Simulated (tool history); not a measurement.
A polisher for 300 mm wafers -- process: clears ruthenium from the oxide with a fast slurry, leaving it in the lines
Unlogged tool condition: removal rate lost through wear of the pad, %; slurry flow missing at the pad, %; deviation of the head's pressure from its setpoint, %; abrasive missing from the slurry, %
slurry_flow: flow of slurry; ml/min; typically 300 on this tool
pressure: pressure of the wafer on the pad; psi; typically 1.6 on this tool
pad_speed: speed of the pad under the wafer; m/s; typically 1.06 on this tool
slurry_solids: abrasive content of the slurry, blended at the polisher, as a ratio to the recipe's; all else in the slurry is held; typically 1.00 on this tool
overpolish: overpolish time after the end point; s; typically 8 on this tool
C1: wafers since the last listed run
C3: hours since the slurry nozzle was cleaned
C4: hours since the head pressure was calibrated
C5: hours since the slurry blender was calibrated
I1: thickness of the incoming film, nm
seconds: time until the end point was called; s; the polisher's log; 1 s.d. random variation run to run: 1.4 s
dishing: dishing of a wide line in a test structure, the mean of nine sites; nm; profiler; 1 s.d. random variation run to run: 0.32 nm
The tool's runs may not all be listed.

Run 1, hour 0.0: usual settings; C1 0; wafers polished on this pad 483; C3 145.2; C4 316.1; C5 483.5; I1 287.9. Result: seconds 107.9 s, dishing 14.7 nm.
Run 2, hour 64.9: usual settings; C1 657; wafers polished on this pad 1140; C3 210.1; C4 381.0; C5 548.4; I1 287.8. Result: seconds 106.7 s, dishing 14.3 nm.
At hour 107.6: slurry blender recalibrated.
Run 3, hour 154.8: usual settings; C1 890; wafers polished on this pad 2030; C3 300.0; C4 470.9; C5 47.2; I1 284.5. Result: seconds 106.0 s, dishing 14.4 nm.
Run 4, hour 249.4: usual settings; C1 958; wafers polished on this pad 2989; C3 394.6; C4 565.5; C5 141.8; I1 294.3. Result: seconds 112.7 s, dishing 14.2 nm.
Run 5, hour 304.7: usual settings; C1 560; wafers polished on this pad 3549; C3 449.9; C4 620.8; C5 197.1; I1 288.4. Result: seconds 110.2 s, dishing 14.3 nm.
Run 6, hour 353.2: usual settings but pad_speed 1.32 m/s; C1 491; wafers polished on this pad 4040; C3 498.4; C4 669.3; C5 245.6; I1 291.0. Result: seconds 97.2 s, dishing 16.3 nm.
At hour 370.3: slurry nozzle cleaned.
At hour 569.9: worn pad replaced by a new one, repeated, since the last time left the tool worse.
Run 7, hour 574.8: usual settings but pad_speed 1.32 m/s; C1 2193; wafers polished on this pad 49; C3 204.5; C4 890.9; C5 467.2; I1 284.8. Result: seconds 83.7 s, dishing 17.8 nm.
At hour 586.0: slurry blender recalibrated.
Run 8, hour 634.2: usual settings but pad_speed 1.32 m/s; C1 581; wafers polished on this pad 631; C3 263.9; C4 950.3; C5 48.2; I1 291.3. Result: seconds 87.6 s, dishing 18.6 nm.
Run 9, hour 675.0: usual settings; C1 413; wafers polished on this pad 1044; C3 304.7; C4 991.1; C5 89.0; I1 287.2. Result: seconds 95.4 s, dishing 15.9 nm.
Run 10, hour 731.6: usual settings; C1 573; wafers polished on this pad 1617; C3 361.3; C4 1047.7; C5 145.6; I1 290.4. Result: seconds 99.0 s, dishing 16.2 nm.
Run 11, hour 838.1: usual settings but slurry_flow 235 ml/min; C1 1078; wafers polished on this pad 2696; C3 467.8; C4 1154.2; C5 252.1; I1 289.8. Result: seconds 103.4 s, dishing 15.5 nm.
Run 12, hour 925.5: usual settings but slurry_flow 400 ml/min, pressure 1.0 psi, pad_speed 1.28 m/s, overpolish 4 s; C1 885; wafers polished on this pad 3581; C3 555.2; C4 1241.6; C5 339.5; I1 292.4. Result: seconds 144.7 s, dishing 5.8 nm.
At hour 943.3: slurry nozzle cleaned.
Run 13, hour 964.2: usual settings but slurry_solids 1.10; C1 381; wafers polished on this pad 3963; C3 20.9; C4 1280.3; C5 378.2; I1 290.3. Result: seconds 98.5 s, dishing 16.0 nm.
At hour 1053.3: worn pad replaced by a new one.
At hour 1098.7: slurry blender recalibrated.
Run 14, hour 1250.0: usual settings but pad_speed 0.80 m/s; C1 2833; wafers polished on this pad 1971; C3 306.7; C4 1566.1; C5 151.3; I1 292.0. Result: seconds 117.9 s, dishing 13.6 nm.
At hour 1254.0: head pressure recalibrated.
Run 15, hour 1312.3: usual settings but slurry_flow 405 ml/min, slurry_solids 1.20; C1 610; wafers polished on this pad 2582; C3 369.0; C4 58.3; C5 213.6; I1 287.9. Result: seconds 90.9 s, dishing 17.2 nm.
Run 16, hour 1374.3: usual settings but pressure 1.1 psi, slurry_solids 1.10; C1 627; wafers polished on this pad 3210; C3 431.0; C4 120.3; C5 275.6; I1 288.1. Result: seconds 143.6 s, dishing 11.0 nm.
Run 17, hour 1431.2: usual settings but overpolish 12 s; C1 576; wafers polished on this pad 3786; C3 487.9; C4 177.2; C5 332.5; I1 290.5. Result: seconds 102.4 s, dishing 22.0 nm.
At hour 1478.0: slurry nozzle cleaned.
Run 18, hour 1512.9: usual settings but pressure 1.9 psi, slurry_solids 0.85; C1 817; wafers polished on this pad 4604; C3 34.9; C4 258.9; C5 414.2; I1 288.5. Result: seconds 91.9 s, dishing 16.7 nm.
Run 19, hour 1579.8: usual settings but slurry_solids 0.90; C1 677; wafers polished on this pad 5281; C3 101.8; C4 325.8; C5 481.1; I1 289.7. Result: seconds 111.1 s, dishing 14.5 nm.
At hour 1636.6: worn pad replaced by a new one.
Run 20, hour 1637.1: usual settings but pad_speed 0.90 m/s, slurry_solids 0.85, overpolish 4 s; C1 539; wafers polished on this pad 4; C3 159.1; C4 383.1; C5 538.4; I1 285.5. Result: seconds 111.8 s, dishing 7.0 nm.
Run 21, hour 1720.5: usual settings but slurry_flow 405 ml/min, slurry_solids 1.20; C1 844; wafers polished on this pad 849; C3 242.5; C4 466.5; C5 621.8; I1 286.2. Result: seconds 90.4 s, dishing 17.6 nm.
At hour 1731.7: slurry blender recalibrated.
Run 22, hour 1804.2: usual settings but pad_speed 0.88 m/s; C1 827; wafers polished on this pad 1676; C3 326.2; C4 550.2; C5 72.5; I1 288.1. Result: seconds 110.6 s, dishing 14.3 nm.
Run 23, hour 1854.4: usual settings but slurry_flow 270 ml/min, pad_speed 1.26 m/s, slurry_solids 0.75; C1 508; wafers polished on this pad 2185; C3 376.4; C4 600.4; C5 122.7; I1 286.4. Result: seconds 101.0 s, dishing 15.7 nm.
At hour 2021.5: slurry nozzle cleaned.
Run 24, hour 2022.6: usual settings but pressure 1.1 psi, overpolish 4 s; C1 1693; wafers polished on this pad 3878; C3 1.1; C4 768.6; C5 290.9; I1 290.3. Result: seconds 148.3 s, dishing 5.7 nm.
Run 25, hour 2091.1: usual settings but slurry_flow 215 ml/min, pressure 1.2 psi; C1 693; wafers polished on this pad 4572; C3 69.6; C4 837.1; C5 359.4; I1 293.9. Result: seconds 135.0 s, dishing 11.5 nm.
At hour 2111.0: worn pad replaced by a new one.
Run 26, hour 2128.8: usual settings but slurry_flow 390 ml/min, pressure 1.8 psi, overpolish 12 s; C1 341; wafers polished on this pad 179; C3 107.3; C4 874.8; C5 397.1; I1 290.8. Result: seconds 86.1 s, dishing 25.1 nm.
Run 27, hour 2217.6: usual settings; C1 899; wafers polished on this pad 1079; C3 196.1; C4 963.6; C5 485.9; I1 290.3. Result: seconds 100.1 s, dishing 15.8 nm.
Run 28, hour 2279.9: usual settings; C1 630; wafers polished on this pad 1710; C3 258.4; C4 1025.9; C5 548.2; I1 291.2. Result: seconds 98.3 s, dishing 15.9 nm.

Hidden state at the last listed run before each entry between runs and at the first one after, where it differs:
Run 2 -> run 3: slurry blender recalibrated (hour 107.6)
  removal rate lost through wear of the pad, %: 10.3 -> 11.2
  measured less the result without the state, seconds: +11.0 -> +11.9 s; dishing: -1.5 -> -1.6 nm
Run 6 -> run 7: slurry nozzle cleaned (hour 370.3); worn pad replaced by a new one, repeated, since the last time left the tool worse (hour 569.9)
  removal rate lost through wear of the pad, %: 13.3 -> 0.646
  measured less the result without the state, seconds: +12.9 -> +0.5 s; dishing: -2.3 -> -0.1 nm
Run 7 -> run 8: slurry blender recalibrated (hour 586.0)
  removal rate lost through wear of the pad, %: 0.646 -> 1.27
  measured less the result without the state, seconds: +0.5 -> +1.2 s; dishing: -0.1 -> -0.2 nm
Run 12 -> run 13: slurry nozzle cleaned (hour 943.3)
  removal rate lost through wear of the pad, %: 4.33 -> 4.73
  measured less the result without the state, seconds: +6.2 -> +4.7 s; dishing: -0.2 -> -0.8 nm
Run 13 -> run 14: worn pad replaced by a new one (hour 1053.3); slurry blender recalibrated (hour 1098.7)
  removal rate lost through wear of the pad, %: 4.73 -> 2.96
  measured less the result without the state, seconds: +4.7 -> +3.5 s; dishing: -0.8 -> -0.4 nm
Run 14 -> run 15: head pressure recalibrated (hour 1254.0)
  removal rate lost through wear of the pad, %: 2.96 -> 3.61
  measured less the result without the state, seconds: +3.5 -> +3.3 s; dishing: -0.4 -> -0.6 nm
Run 17 -> run 18: slurry nozzle cleaned (hour 1478.0)
  removal rate lost through wear of the pad, %: 4.86 -> 5.72
  measured less the result without the state, seconds: +4.9 -> +5.2 s; dishing: -1.0 -> -0.9 nm
Run 19 -> run 20: worn pad replaced by a new one (hour 1636.6)
  removal rate lost through wear of the pad, %: 6.42 -> 0.0748
  measured less the result without the state, seconds: +7.1 -> +0.1 s; dishing: -0.9 -> +0.0 nm
Run 21 -> run 22: slurry blender recalibrated (hour 1731.7)
  removal rate lost through wear of the pad, %: 0.95 -> 1.83
  measured less the result without the state, seconds: +0.9 -> +2.0 s; dishing: -0.2 -> -0.2 nm
Run 23 -> run 24: slurry nozzle cleaned (hour 2021.5)
  removal rate lost through wear of the pad, %: 2.36 -> 4.12
  measured less the result without the state, seconds: +2.4 -> +6.1 s; dishing: -0.3 -> -0.3 nm
Run 25 -> run 26: worn pad replaced by a new one (hour 2111.0)
  removal rate lost through wear of the pad, %: 4.84 -> 0.557
  measured less the result without the state, seconds: +6.5 -> +0.5 s; dishing: -0.5 -> -0.1 nm
